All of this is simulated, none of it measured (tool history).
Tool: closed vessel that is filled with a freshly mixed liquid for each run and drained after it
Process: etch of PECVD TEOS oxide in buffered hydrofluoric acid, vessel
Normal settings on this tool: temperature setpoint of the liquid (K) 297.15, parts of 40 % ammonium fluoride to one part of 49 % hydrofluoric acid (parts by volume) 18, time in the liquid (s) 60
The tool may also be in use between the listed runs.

| run | day | temperature setpoint of the liquid (K) | parts of 40 % ammonium fluoride to one part of 49 % hydrofluoric acid (parts by volume) | time in the liquid (s) | wafers since the last listed run | hours since the thermometer was replaced | hours since the hydrofluoric acid flow meter was replaced | hours since the gauge calibration | read-back film thickness of the PECVD TEOS oxide reference wafer, read on the same gauge (nm) | thickness taken off the PECVD TEOS oxide on a monitor wafer (angstrom) |
|---|---|---|---|---|---|---|---|---|---|---|
| 1 | 0 | 297.15 | 18 | 60 | 0 | 1422.4 | 1524.2 | 143.6 | 129.99 | 1479.7 |
| 2 | 0.308 | 297.15 | 18 | 60 | 768 | 1429.8 | 1531.6 | 151 | 130 | 1468 |
| 3 | 0.725 | 297.15 | 18 | 60 | 1038 | 1439.8 | 1541.6 | 161 | 129.98 | 1474 |
| 4 | 1.904 | 297.15 | 18 | 60 | 2939 | 1468.1 | 1569.9 | 189.3 | 130 | 1472.9 |
| 5 | 2.412 | 297.15 | 18 | 60 | 1267 | 1480.3 | 1582.1 | 201.5 | 129.99 | 1451.2 |
| 6 | 2.771 | 297.15 | 18 | 60 | 893 | 1488.9 | 1590.7 | 210.1 | 130.05 | 1458.8 |
| 7 | 3.371 | 297.15 | 18 | 60 | 1495 | 1503.3 | 1605.1 | 224.5 | 130.01 | 1473.3 |
| 8 | 3.838 | 297.15 | 21 | 60 | 1163 | 1514.5 | 1616.3 | 235.7 | 129.99 | 1258.3 |
|  | 4.229 | gauge calibrated |
| 9 | 6.071 | 297.15 | 21 | 60 | 5567 | 1568.1 | 1669.9 | 44.2 | 130.01 | 1254.8 |
| 10 | 6.638 | 297.15 | 18 | 60 | 1412 | 1581.7 | 1683.5 | 57.8 | 129.97 | 1475 |
| 11 | 7.067 | 297.15 | 18 | 60 | 1069 | 1592 | 1693.8 | 68.1 | 129.98 | 1501 |
| 12 | 7.7 | 296.15 | 18 | 60 | 1578 | 1607.2 | 1709 | 83.3 | 130 | 1387.6 |
|  | 8.438 | hydrofluoric acid flow meter replaced |
|  | 8.442 | thermometer replaced |
| 13 | 9.171 | 297.15 | 20.5 | 60 | 3549 | 17.5 | 17.6 | 118.6 | 130.01 | 1181.8 |
| 14 | 9.433 | 298.65 | 18 | 35 | 654 | 23.8 | 23.9 | 124.9 | 129.98 | 841.9 |
| 15 | 10.071 | 298.65 | 18 | 35 | 1589 | 39.1 | 39.2 | 140.2 | 129.95 | 833.4 |
| 16 | 11.683 | 298.65 | 18 | 35 | 4019 | 77.8 | 77.9 | 178.9 | 129.96 | 854.2 |
| 17 | 12.075 | 295.65 | 20.5 | 40 | 976 | 87.2 | 87.3 | 188.3 | 130.04 | 724.7 |
| 18 | 12.75 | 293.15 | 24 | 70 | 1682 | 103.4 | 103.5 | 204.5 | 129.97 | 992.5 |
| 19 | 13.367 | 294.15 | 15 | 95 | 1537 | 118.2 | 118.3 | 219.3 | 130 | 2147.3 |
| 20 | 13.642 | 297.15 | 18 | 60 | 685 | 124.8 | 124.9 | 225.9 | 130 | 1333.9 |
| 21 | 14.15 | 293.65 | 12.5 | 75 | 1267 | 137 | 137.1 | 238.1 | 130 | 1970.8 |
| 22 | 14.588 | 297.15 | 14 | 60 | 1090 | 147.5 | 147.6 | 248.6 | 129.98 | 1709.4 |
|  | 14.888 | gauge calibrated |
| 23 | 14.908 | 295.15 | 21 | 90 | 799 | 155.2 | 155.3 | 0.5 | 129.99 | 1548.8 |
| 24 | 15.638 | 297.15 | 18 | 30 | 1817 | 172.7 | 172.8 | 18 | 130.02 | 675.4 |
| 25 | 16.362 | 297.15 | 18 | 60 | 1807 | 190.1 | 190.2 | 35.4 | 129.95 | 1359.5 |
| 26 | 16.633 | 297.15 | 18 | 80 | 675 | 196.6 | 196.7 | 41.9 | 129.97 | 1807.4 |
| 27 | 17.379 | 297.15 | 18 | 60 | 1859 | 214.5 | 214.6 | 59.8 | 130.01 | 1345.8 |
| 28 | 17.9 | 297.15 | 11.5 | 50 | 1298 | 227 | 227.1 | 72.3 | 130.03 | 1715.9 |
| 29 | 18.429 | 295.65 | 20.5 | 40 | 1319 | 239.7 | 239.8 | 85 | 130.02 | 717 |
| 30 | 18.854 | 301.15 | 21 | 45 | 1059 | 249.9 | 250 | 95.2 | 130.06 | 1097 |
| 31 | 19.225 | 297.15 | 13.5 | 75 | 924 | 258.8 | 258.9 | 104.1 | 129.96 | 2238.2 |
| 32 | 19.475 | 293.15 | 24 | 70 | 623 | 264.8 | 264.9 | 110.1 | 130 | 997 |
| 33 | 20.025 | 297.15 | 18 | 60 | 1371 | 278 | 278.1 | 123.3 | 129.97 | 1353.5 |

For each entry between runs, how does the tool's hidden state at the last listed run before it compare with that at the first listed run after it?
In the gap between runs 8 and 9: gauge calibrated (day 4.229)
  hydrofluoric acid flow above the setpoint (%): 12.2 -> 12.6
  what was measured, less what the result would be without the hidden state, thickness taken off the PECVD TEOS oxide on a monitor wafer (angstrom): +118.5 -> +122.1
In the gap between runs 12 and 13: hydrofluoric acid flow meter replaced (day 8.438); thermometer replaced (day 8.442)
  hydrofluoric acid flow above the setpoint (%): 12.9 -> 0.733
  what was measured, less what the result would be without the hidden state, thickness taken off the PECVD TEOS oxide on a monitor wafer (angstrom): +156.1 -> +5.9
In the gap between runs 22 and 23: gauge calibrated (day 14.888)
  hydrofluoric acid flow above the setpoint (%): 1.71 -> 1.76
  what was measured, less what the result would be without the hidden state, thickness taken off the PECVD TEOS oxide on a monitor wafer (angstrom): +28.2 -> +18.5

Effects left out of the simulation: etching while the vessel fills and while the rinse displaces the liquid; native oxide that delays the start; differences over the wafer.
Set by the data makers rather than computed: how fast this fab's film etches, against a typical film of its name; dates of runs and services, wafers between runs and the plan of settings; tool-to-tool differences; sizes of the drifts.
